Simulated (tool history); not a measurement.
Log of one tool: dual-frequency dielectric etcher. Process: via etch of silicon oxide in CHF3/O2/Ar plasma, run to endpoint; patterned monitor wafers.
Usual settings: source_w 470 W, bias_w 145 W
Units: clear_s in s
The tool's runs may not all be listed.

run	hour	source_w	bias_w	incoming incoming film thickness, nm	clear_s
1	0	560	122	447.3	274.3
2	86.4	470	145	449.9	279.9
3	142.6	470	145	447.2	277.2
4	193.6	470	145	445.5	273.4
5	293.6	470	145	445.9	281
6	368.6	470	145	449.9	281
7	428.9	470	145	448.4	276.6
8	480.2	470	145	444.4	277
# hour 525.3: wet clean of the chamber
# hour 536.3: source power generator calibrated
9	546.5	470	145	449.7	281.8
# hour 700.2: bias power generator calibrated
# hour 779.5: upper electrode replaced
10	799.3	560	157	446.6	254.6
11	881.2	530	166	448	253.6
12	948.9	470	169	451.8	266.7
# hour 1003.9: wet clean of the chamber
13	1004.4	550	110	449.9	286.1
14	1050.1	430	129	448.7	301.3
15	1101.3	350	124	451	332.5
16	1164.2	430	129	443.7	296.8
17	1219.7	470	145	452	280.4
18	1306.3	440	176	449.9	266.3

What the log doesn't show, run by run:
etch rate over this chamber's usual, %: 0 in every run
source power that arrives over what is set, %: 0 in every run
bias power that arrives over what is set, %: 0 in every run
